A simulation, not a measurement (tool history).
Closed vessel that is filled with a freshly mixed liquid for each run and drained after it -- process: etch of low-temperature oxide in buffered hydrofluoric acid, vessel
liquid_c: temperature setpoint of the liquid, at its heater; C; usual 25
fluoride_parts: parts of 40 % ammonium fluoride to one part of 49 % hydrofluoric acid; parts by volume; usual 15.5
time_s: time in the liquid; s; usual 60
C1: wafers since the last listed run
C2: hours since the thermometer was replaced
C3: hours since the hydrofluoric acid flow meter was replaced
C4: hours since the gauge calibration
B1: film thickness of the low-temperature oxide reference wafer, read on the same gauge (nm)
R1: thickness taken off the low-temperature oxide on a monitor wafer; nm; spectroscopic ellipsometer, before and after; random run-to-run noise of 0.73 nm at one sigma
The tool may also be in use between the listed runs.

{"run": 1, "hour": 0.0, "liquid_c": 25, "fluoride_parts": 15.5, "time_s": 60, "C1": 0, "C2": 2367.3, "C3": 1195.3, "C4": 14.8, "B1": 29.96, "R1": 67.73}
{"run": 2, "hour": 14.9, "liquid_c": 25, "fluoride_parts": 15.5, "time_s": 60, "C1": 1045, "C2": 2382.2, "C3": 1210.2, "C4": 29.7, "B1": 30, "R1": 66.88}
{"run": 3, "hour": 25.1, "liquid_c": 25, "fluoride_parts": 15.5, "time_s": 60, "C1": 715, "C2": 2392.4, "C3": 1220.4, "C4": 39.9, "B1": 29.98, "R1": 67.66}
{"run": 4, "hour": 41.3, "liquid_c": 25, "fluoride_parts": 15.5, "time_s": 60, "C1": 1136, "C2": 2408.6, "C3": 1236.6, "C4": 56.1, "B1": 30.01, "R1": 68.41}
{"run": 5, "hour": 56.0, "liquid_c": 25, "fluoride_parts": 15.5, "time_s": 60, "C1": 1031, "C2": 2423.3, "C3": 1251.3, "C4": 70.8, "B1": 30.01, "R1": 68.13}
{"run": 6, "hour": 71.3, "liquid_c": 25, "fluoride_parts": 15.5, "time_s": 60, "C1": 1073, "C2": 2438.6, "C3": 1266.6, "C4": 86.1, "B1": 30.03, "R1": 67.39}
{"run": 7, "hour": 84.4, "liquid_c": 25, "fluoride_parts": 15.5, "time_s": 60, "C1": 918, "C2": 2451.7, "C3": 1279.7, "C4": 99.2, "B1": 29.99, "R1": 67.09}
{"run": 8, "hour": 94.1, "liquid_c": 25, "fluoride_parts": 15.5, "time_s": 60, "C1": 680, "C2": 2461.4, "C3": 1289.4, "C4": 108.9, "B1": 30.02, "R1": 66.59}
{"hour": 100.8, "done": "hydrofluoric acid flow meter replaced"}
{"run": 9, "hour": 110.8, "liquid_c": 25, "fluoride_parts": 15.5, "time_s": 60, "C1": 1101, "C2": 2478.1, "C3": 10, "C4": 125.6, "B1": 29.97, "R1": 78.2}
{"run": 10, "hour": 120.1, "liquid_c": 25, "fluoride_parts": 15.5, "time_s": 60, "C1": 652, "C2": 2487.4, "C3": 19.3, "C4": 134.9, "B1": 30.02, "R1": 75.89}
{"run": 11, "hour": 131.5, "liquid_c": 25, "fluoride_parts": 15.5, "time_s": 60, "C1": 799, "C2": 2498.8, "C3": 30.7, "C4": 146.3, "B1": 30, "R1": 74.65}
{"run": 12, "hour": 142.7, "liquid_c": 25, "fluoride_parts": 15.5, "time_s": 60, "C1": 785, "C2": 2510, "C3": 41.9, "C4": 157.5, "B1": 30.02, "R1": 76.12}
{"run": 13, "hour": 155.1, "liquid_c": 25, "fluoride_parts": 10, "time_s": 30, "C1": 869, "C2": 2522.4, "C3": 54.3, "C4": 169.9, "B1": 29.99, "R1": 58.29}
{"run": 14, "hour": 163.8, "liquid_c": 25, "fluoride_parts": 15.5, "time_s": 60, "C1": 610, "C2": 2531.1, "C3": 63, "C4": 178.6, "B1": 30.02, "R1": 77.01}
{"run": 15, "hour": 176.0, "liquid_c": 29.5, "fluoride_parts": 19, "time_s": 75, "C1": 855, "C2": 2543.3, "C3": 75.2, "C4": 190.8, "B1": 29.95, "R1": 97.27}
{"run": 16, "hour": 188.3, "liquid_c": 25, "fluoride_parts": 15.5, "time_s": 60, "C1": 862, "C2": 2555.6, "C3": 87.5, "C4": 203.1, "B1": 29.99, "R1": 76.22}
{"hour": 200.5, "done": "thermometer replaced"}
{"run": 17, "hour": 201.0, "liquid_c": 25, "fluoride_parts": 9.5, "time_s": 95, "C1": 820, "C2": 0.5, "C3": 100.2, "C4": 215.8, "B1": 30.06, "R1": 191.03}
{"run": 18, "hour": 210.3, "liquid_c": 25, "fluoride_parts": 15.5, "time_s": 60, "C1": 652, "C2": 9.8, "C3": 109.5, "C4": 225.1, "B1": 29.97, "R1": 75.45}
{"run": 19, "hour": 219.8, "liquid_c": 25, "fluoride_parts": 15.5, "time_s": 60, "C1": 666, "C2": 19.3, "C3": 119, "C4": 234.6, "B1": 29.98, "R1": 75.77}
{"run": 20, "hour": 228.8, "liquid_c": 23, "fluoride_parts": 21, "time_s": 90, "C1": 631, "C2": 28.3, "C3": 128, "C4": 243.6, "B1": 29.93, "R1": 76.81}
{"run": 21, "hour": 239.6, "liquid_c": 20.5, "fluoride_parts": 19.5, "time_s": 60, "C1": 757, "C2": 39.1, "C3": 138.8, "C4": 254.4, "B1": 30.02, "R1": 47.39}
{"run": 22, "hour": 251.3, "liquid_c": 25, "fluoride_parts": 15.5, "time_s": 60, "C1": 820, "C2": 50.8, "C3": 150.5, "C4": 266.1, "B1": 30.04, "R1": 75.52}
{"run": 23, "hour": 260.4, "liquid_c": 21.5, "fluoride_parts": 15.5, "time_s": 45, "C1": 638, "C2": 59.9, "C3": 159.6, "C4": 275.2, "B1": 30.03, "R1": 46.84}

Run 24, settings as shown, results not yet in. Your forecast:
{"run": 24, "hour": 276.1, "liquid_c": 21, "fluoride_parts": 21, "time_s": 75, "C1": 1101, "C2": 75.6, "C3": 175.3, "C4": 290.9, "B1": "?", "R1": "?"}

Run 24 yielded B1 30.05, R1 57.88 nm.
With no hidden state in the tool, this same run would have given R1 59.9 nm.
